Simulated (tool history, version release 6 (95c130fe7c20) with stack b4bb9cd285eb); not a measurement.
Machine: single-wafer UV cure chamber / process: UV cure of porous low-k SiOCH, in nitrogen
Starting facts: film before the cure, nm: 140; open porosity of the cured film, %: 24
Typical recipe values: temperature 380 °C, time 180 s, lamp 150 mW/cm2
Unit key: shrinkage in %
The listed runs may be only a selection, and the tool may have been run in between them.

run 1 hour=0.0 | temperature=380 time=180 lamp=150 | shrinkage=14.990
run 2 hour=29.1 | temperature=380 time=180 lamp=150 | shrinkage=14.939
run 3 hour=60.6 | temperature=380 time=180 lamp=150 | shrinkage=15.115
run 4 hour=80.1 | temperature=380 time=180 lamp=150 | shrinkage=14.985
run 5 hour=94.7 | temperature=380 time=180 lamp=150 | shrinkage=14.720
run 6 hour=128.7 | temperature=380 time=180 lamp=150 | shrinkage=14.661
run 7 hour=149.1 | temperature=380 time=180 lamp=150 | shrinkage=15.095
run 8 hour=161.8 | temperature=390 time=145 lamp=182 | shrinkage=14.587
-- hour=177.0 UV bulbs replaced
run 9 hour=208.9 | temperature=388 time=85 lamp=150 | shrinkage=10.801
-- hour=236.4 quartz window cleaned
run 10 hour=242.0 | temperature=370 time=180 lamp=162 | shrinkage=14.148
run 11 hour=269.9 | temperature=380 time=180 lamp=150 | shrinkage=13.817
-- hour=287.0 quartz window cleaned, repeated, since the last time left the tool worse
run 12 hour=287.5 | temperature=380 time=180 lamp=150 | shrinkage=15.274
run 13 hour=304.0 | temperature=365 time=255 lamp=150 | shrinkage=16.783
run 14 hour=322.9 | temperature=368 time=260 lamp=181 | shrinkage=18.187
run 15 hour=349.9 | temperature=391 time=95 lamp=150 | shrinkage=12.014

Consider 4 possible next runs. They are alternatives, not a sequence: every one starts from the tool as it was left by run 15. What does each give?
run A hour=350.4 | temperature=380 time=235 lamp=150 | shrinkage=?
run B hour=350.4 | temperature=374 time=255 lamp=165 | shrinkage=?
run C hour=350.4 | temperature=380 time=180 lamp=169 | shrinkage=?
run D hour=350.4 | temperature=380 time=90 lamp=110 | shrinkage=?

run=A shrinkage=16.731
run=B shrinkage=17.578
run=C shrinkage=15.919
run=D shrinkage=10.086
Without the tool's hidden state the same runs would have given:
run=A shrinkage=16.862
run=B shrinkage=17.710
run=C shrinkage=16.049
run=D shrinkage=10.203
